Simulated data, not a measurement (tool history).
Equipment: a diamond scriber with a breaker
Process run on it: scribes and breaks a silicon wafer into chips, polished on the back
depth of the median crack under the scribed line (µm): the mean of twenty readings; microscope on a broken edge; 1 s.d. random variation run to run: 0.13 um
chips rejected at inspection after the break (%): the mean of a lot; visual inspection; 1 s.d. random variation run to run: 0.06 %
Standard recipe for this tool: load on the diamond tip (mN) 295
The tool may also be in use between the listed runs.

run,hour,load on the diamond tip (mN),"incoming depth of the damage left on the back of the incoming wafer, um",depth of the median crack under the scribed line (µm),chips rejected at inspection after the break (%)
1,0,295,0.05,9.92,1.96
# hour 0.1: diamond tip replaced by a new one
2,104.8,295,0.04,10,2.01
3,157.4,295,0.05,10.13,2.11
# hour 248.6: load on the tip recalibrated
4,252.4,277,0.05,8.74,1.52
5,292.2,295,0.05,9.37,1.44
6,364.4,295,0.03,9.29,1.47
7,471.9,238,0.01,7.9,4.19
8,528.3,243,0.03,8.27,3.74
9,594.8,295,0.01,9.77,1.39
# hour 628.8: diamond tip replaced by a new one
10,689.9,295,0.05,9.58,1.33
11,742.9,295,0.03,9.6,1.49
12,822.2,295,0.04,9.75,1.4
13,927.3,295,0.02,9.54,1.54
14,1171,295,0.04,9.69,1.61
15,1236,295,0.04,9.93,1.56
16,1289.3,295,0.03,9.58,1.6
# hour 1299.5: diamond tip replaced by a new one, of another model than before
17,1346.1,295,0.05,10.41,2.13
18,1450,295,0.03,10.07,2.21
19,1743.8,336,0.02,11.81,9.1
20,1850,332,0.03,11.93,8.91
# hour 1859.4: diamond tip replaced by a new one
21,1909.5,295,0.05,10.62,3.06
22,1962.5,277,0.04,9.58,1.45
23,2047.8,295,0.04,10.53,3.24
24,2120.6,263,0.04,9.04,1.5
# hour 2179.5: load on the tip recalibrated
25,2194,242,0.02,7.15,8.95
26,2277.2,237,0.04,7.05,10.66
27,2314.2,356,0.01,11.66,7.19
28,2387.7,295,0.01,9.2,1.39
# hour 2398.5: diamond tip replaced by a new one
29,2440.8,334,0.01,10.98,4.56
30,2498.3,295,0.05,9.51,1.45
31,2589,355,0.05,11.81,7.95
32,2636.5,348,0.02,12.01,6.76
33,2690.3,213,0.03,5.96,23.34
34,2795.7,233,0.02,6.96,11.14
35,2880.4,254,0.02,8.03,3.95
# hour 2939.4: diamond tip replaced by a new one
36,2941.8,211,0.03,5.81,23.2

Selected run-to-run steps in depth of the median crack under the scribed line (µm), each split into two signed amounts: the part the tool would show with no hidden state at all (from settings, incoming material and random variation), and the remainder, which goes to the hidden state together with any gauge scatter not common to the measured and the hidden-state-free results:
The tool's hidden condition here consists of: share of the diamond tip's cutting effectiveness lost through wear, %; deviation of the load on the tip from its setpoint, %.
Run 3 -> 4: load on the diamond tip (mN) 295 -> 277, load on the tip recalibrated. depth of the median crack under the scribed line (µm) -1.39: hidden state -0.75, all else -0.64.
Run 16 -> 17: diamond tip replaced by a new one, of another model than before. depth of the median crack under the scribed line (µm) +0.83: hidden state +0.34, all else +0.49.
Run 24 -> 25: load on the diamond tip (mN) 263 -> 242, load on the tip recalibrated. depth of the median crack under the scribed line (µm) -1.89: hidden state -1.05, all else -0.84.
Run 26 -> 27: load on the diamond tip (mN) 237 -> 356. depth of the median crack under the scribed line (µm) +4.61: hidden state +0.08, all else +4.53.
Run 27 -> 28: load on the diamond tip (mN) 356 -> 295. depth of the median crack under the scribed line (µm) -2.46: hidden state +0.01, all else -2.47.
Run 32 -> 33: load on the diamond tip (mN) 348 -> 213. depth of the median crack under the scribed line (µm) -6.05: hidden state -0.19, all else -5.86.
